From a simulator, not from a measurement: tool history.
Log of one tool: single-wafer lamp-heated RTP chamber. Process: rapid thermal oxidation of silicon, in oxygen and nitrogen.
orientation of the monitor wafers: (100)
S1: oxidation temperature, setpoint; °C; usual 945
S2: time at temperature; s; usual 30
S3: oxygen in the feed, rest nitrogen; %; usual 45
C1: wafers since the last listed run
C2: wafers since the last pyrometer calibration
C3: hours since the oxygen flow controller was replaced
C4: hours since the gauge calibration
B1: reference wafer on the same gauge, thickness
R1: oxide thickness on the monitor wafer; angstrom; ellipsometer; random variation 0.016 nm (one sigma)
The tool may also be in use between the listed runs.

run	hour	S1	S2	S3	C1	C2	C3	C4	B1	R1
1	0.0	945	30	45	0	4245	1820.2	533.5	2.580	28.36
2	27.5	945	30	45	256	4501	1847.7	561.0	2.583	28.49
3	45.8	945	30	45	170	4672	1866.0	579.3	2.575	28.44
4	139.2	945	30	45	870	5542	1959.4	672.7	2.586	28.55
5	166.2	924	30	45	251	5794	1986.4	699.7	2.580	26.44
6	185.6	934	30	21	180	5975	2005.8	719.1	2.582	24.86
7	218.5	932	40	45	306	6281	2038.7	752.0	2.575	29.10
8	252.1	932	40	45	313	6595	2072.3	785.6	2.578	29.01
9	283.8	932	40	45	295	6890	2104.0	817.3	2.576	29.04
10	314.4	945	26	45	285	7175	2134.6	847.9	2.582	27.84
11	342.7	945	26	45	263	7439	2162.9	876.2	2.580	27.67
12	362.0	945	37	45	179	7619	2182.2	895.5	2.584	30.25
13	378.1	945	30	45	150	7769	2198.3	911.6	2.581	28.92
14	397.1	945	30	45	177	7946	2217.3	930.6	2.574	28.34
15	410.1	945	30	45	121	8068	2230.3	943.6	2.580	28.52
# hour 482.7: pyrometer window cleaned and pyrometer calibrated
# hour 482.8: gauge calibrated
16	516.7	945	30	45	919	316	2336.9	33.9	2.579	27.41
17	531.8	945	30	45	140	457	2352.0	49.0	2.580	28.00
18	552.8	945	30	45	195	653	2373.0	70.0	2.579	27.76
19	571.4	945	30	45	173	826	2391.6	88.6	2.572	27.68
20	603.4	945	30	45	298	1125	2423.6	120.6	2.583	27.82
21	625.6	967	30	70	206	1331	2445.8	142.8	2.579	34.37
22	639.9	945	38	72	133	1465	2460.1	157.1	2.580	33.06
23	659.8	920	22	29	185	1650	2480.0	177.0	2.574	23.33
24	672.7	945	30	45	120	1771	2492.9	189.9	2.581	27.83
25	690.5	967	30	70	165	1936	2510.7	207.7	2.579	34.42
# hour 731.8: oxygen flow controller replaced
26	750.5	945	24	55	484	2421	18.7	267.7	2.580	27.63
27	784.2	945	30	45	314	2735	52.4	301.4	2.581	28.30
28	803.5	961	16	70	179	2915	71.7	320.7	2.582	27.69
29	826.7	929	30	19	216	3132	94.9	343.9	2.578	24.48
30	852.0	967	20	64	235	3367	120.2	369.2	2.576	29.92
31	867.6	972	30	59	145	3513	135.8	384.8	2.581	34.10
32	885.8	945	39	57	169	3683	154.0	403.0	2.579	31.82
33	898.8	945	30	37	121	3804	167.0	416.0	2.586	27.18
34	925.5	945	30	45	248	4053	193.7	442.7	2.575	28.36
35	943.0	953	25	66	163	4216	211.2	460.2	2.576	30.17
36	961.4	945	30	45	171	4387	229.6	478.6	2.578	28.42

How the hidden state differs across the entries between the runs, from the last listed run before each to the first after it:
Between runs 15 and 16: pyrometer window cleaned and pyrometer calibrated (hour 482.7); gauge calibrated (hour 482.8)
  true wafer temperature minus pyrometer reading, K: 10 -> 1.27
  measured less the result without the state, R1: +1.12 -> +0.13 angstrom
Between runs 25 and 26: oxygen flow controller replaced (hour 731.8)
  true wafer temperature minus pyrometer reading, K: 5.47 -> 6.43
  measured less the result without the state, R1: +1.08 -> +0.68 angstrom

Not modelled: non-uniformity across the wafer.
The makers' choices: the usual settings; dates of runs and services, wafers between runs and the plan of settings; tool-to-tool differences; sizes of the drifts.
